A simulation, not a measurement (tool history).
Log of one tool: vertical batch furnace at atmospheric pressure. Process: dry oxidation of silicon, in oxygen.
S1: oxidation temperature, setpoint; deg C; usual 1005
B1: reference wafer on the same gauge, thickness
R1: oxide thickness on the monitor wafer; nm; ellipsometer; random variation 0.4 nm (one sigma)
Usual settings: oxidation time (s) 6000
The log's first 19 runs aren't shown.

run 20 hour=1104.4 | S1=1005 oxidation_time_(s)=6000 | B1=67.24 | R1=74.39
run 21 hour=1166.1 | S1=1005 oxidation_time_(s)=6000 | B1=67.27 | R1=74.37
run 22 hour=1205.0 | S1=1018 oxidation_time_(s)=3060 | B1=67.21 | R1=53.92
run 23 hour=1270.2 | S1=1030 oxidation_time_(s)=4920 | B1=67.33 | R1=82.34
-- hour=1298.9 gauge calibrated
run 24 hour=1306.7 | S1=1005 oxidation_time_(s)=3450 | B1=67.29 | R1=52.19
run 25 hour=1343.5 | S1=1029 oxidation_time_(s)=8190 | B1=67.28 | R1=114.83
run 26 hour=1401.7 | S1=1016 oxidation_time_(s)=4110 | B1=67.25 | R1=64.44
-- hour=1472.2 thermocouples replaced and temperature profile calibrated
run 27 hour=1472.7 | S1=1005 oxidation_time_(s)=6000 | B1=67.31 | R1=74.51
run 28 hour=1508.1 | S1=1017 oxidation_time_(s)=7440 | B1=67.32 | R1=96.45
run 29 hour=1577.8 | S1=986 oxidation_time_(s)=4260 | B1=67.31 | R1=49.09
-- hour=1609.7 boat lift adjusted
run 30 hour=1640.2 | S1=1005 oxidation_time_(s)=3090 | B1=67.30 | R1=48.67
run 31 hour=1695.1 | S1=1017 oxidation_time_(s)=6000 | B1=67.30 | R1=83.06
run 32 hour=1759.1 | S1=1005 oxidation_time_(s)=4770 | B1=67.27 | R1=63.90
run 33 hour=1795.6 | S1=1005 oxidation_time_(s)=7380 | B1=67.35 | R1=86.12
run 34 hour=1844.8 | S1=993 oxidation_time_(s)=4860 | B1=67.32 | R1=57.78
run 35 hour=1870.3 | S1=1005 oxidation_time_(s)=6000 | B1=67.29 | R1=74.69
run 36 hour=1929.6 | S1=1005 oxidation_time_(s)=6000 | B1=67.36 | R1=74.48
run 37 hour=2111.4 | S1=1019 oxidation_time_(s)=7170 | B1=67.29 | R1=96.15
run 38 hour=2168.9 | S1=991 oxidation_time_(s)=8520 | B1=67.36 | R1=83.84

5 ways to go on from here, each from the tool as it stands after run 38. What would each give?
run A hour=2175.1 | S1=1005 oxidation_time_(s)=6000 | B1=? | R1=?
run B hour=2175.1 | S1=1005 oxidation_time_(s)=8670 | B1=? | R1=?
run C hour=2175.1 | S1=1016 oxidation_time_(s)=6840 | B1=? | R1=?
run D hour=2175.1 | S1=1014 oxidation_time_(s)=8820 | B1=? | R1=?
run E hour=2175.1 | S1=993 oxidation_time_(s)=7770 | B1=? | R1=?

run=A B1=67.31 R1=73.71
run=B B1=67.31 R1=94.84
run=C B1=67.31 R1=89.29
run=D B1=67.31 R1=104.21
run=E B1=67.31 R1=78.38
Without the tool's hidden state the same runs would have given:
run=A R1=73.71
run=B R1=94.84
run=C R1=89.29
run=D R1=104.21
run=E R1=78.38

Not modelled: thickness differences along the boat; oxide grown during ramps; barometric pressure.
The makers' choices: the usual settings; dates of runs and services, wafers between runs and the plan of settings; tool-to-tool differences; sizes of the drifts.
